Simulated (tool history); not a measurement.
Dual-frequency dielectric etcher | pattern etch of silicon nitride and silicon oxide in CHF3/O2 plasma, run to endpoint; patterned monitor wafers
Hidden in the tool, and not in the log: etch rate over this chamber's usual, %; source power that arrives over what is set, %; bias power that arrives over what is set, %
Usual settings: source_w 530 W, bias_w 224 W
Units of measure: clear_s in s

run   hour  source_w  bias_w  wafers since the last listed run  hours since the last wet clean  hours since the last source power generator calibration  hours since the last bias power generator calibration  hours since the last upper electrode change  incoming incoming film thickness, nm  clear_s
  1    0.0       530     224                                 0                           357.7                                                   3808.5                                                 3271.1                                       2238.3                                 284.4    180.1
  2   15.7       530     224                               117                           373.4                                                   3824.2                                                 3286.8                                       2254.0                                 284.4    179.6
  3   23.0       530     224                                54                           380.7                                                   3831.5                                                 3294.1                                       2261.3                                 281.4    177.4
  4   38.0       430     224                               112                           395.7                                                   3846.5                                                 3309.1                                       2276.3                                 284.2    194.8
  5   54.0       570     224                               119                           411.7                                                   3862.5                                                 3325.1                                       2292.3                                 286.5    175.3
  6   65.1       570     224                                83                           422.8                                                   3873.6                                                 3336.2                                       2303.4                                 288.0    177.0
  7   71.8       570     224                                50                           429.5                                                   3880.3                                                 3342.9                                       2310.1                                 285.1    176.4
  8   81.2       590     251                                70                           438.9                                                   3889.7                                                 3352.3                                       2319.5                                 285.5    166.1
  9   89.7       500     224                                63                           447.4                                                   3898.2                                                 3360.8                                       2328.0                                 284.8    182.7
     109.8  -- source power generator calibrated
 10  129.6       500     224                               268                           487.3                                                     19.8                                                 3400.7                                       2367.9                                 285.7    186.6
 11  137.2       500     224                                56                           494.9                                                     27.4                                                 3408.3                                       2375.5                                 283.3    182.4
 12  150.3       440     224                                97                           508.0                                                     40.5                                                 3421.4                                       2388.6                                 288.0    195.3
     176.1  -- wet clean of the chamber
 13  176.6       530     169                                17                             0.5                                                     66.8                                                 3447.7                                       2414.9                                 285.8    208.0
 14  178.8       460     224                                16                             2.7                                                     69.0                                                 3449.9                                       2417.1                                 284.4    191.1
 15  191.8       440     201                                97                            15.7                                                     82.0                                                 3462.9                                       2430.1                                 285.8    203.5
 16  201.2       530     224                                70                            25.1                                                     91.4                                                 3472.3                                       2439.5                                 287.8    182.9
     228.9  -- upper electrode replaced
 17  229.4       530     224                                31                            53.3                                                    119.6                                                 3500.5                                          0.5                                 285.3    183.0
     235.2  -- bias power generator calibrated
 18  235.7       610     224                                17                            59.6                                                    125.9                                                    0.5                                          6.8                                 285.5    173.3
 19  245.9       650     256                                76                            69.8                                                    136.1                                                   10.7                                         17.0                                 285.7    158.9
 20  257.4       600     188                                86                            81.3                                                    147.6                                                   22.2                                         28.5                                 284.0    186.7
 21  274.8       650     224                               130                            98.7                                                    165.0                                                   39.6                                         45.9                                 283.1    165.5
 22  286.9       430     224                                90                           110.8                                                    177.1                                                   51.7                                         58.0                                 283.0    195.3
 23  303.1       630     184                               121                           127.0                                                    193.3                                                   67.9                                         74.2                                 286.1    185.0
 24  314.1       500     179                                82                           138.0                                                    204.3                                                   78.9                                         85.2                                 287.8    207.8

Here are 3 independent what-if runs from the current tool condition. What would each one return?
  A  314.6       530     224                                 3                           138.5                                                    204.8                                                   79.4                                         85.7                                 287.2        ?
  B  314.6       530     192                                 3                           138.5                                                    204.8                                                   79.4                                         85.7                                 287.2        ?
  C  314.6       400     254                                 3                           138.5                                                    204.8                                                   79.4                                         85.7                                 287.2        ?

run  clear_s
  A    182.6
  B    196.6
  C    191.0
Without the tool's unlogged condition, the same runs would have read:
run  clear_s
  A    182.6
  B    196.6
  C    191.0
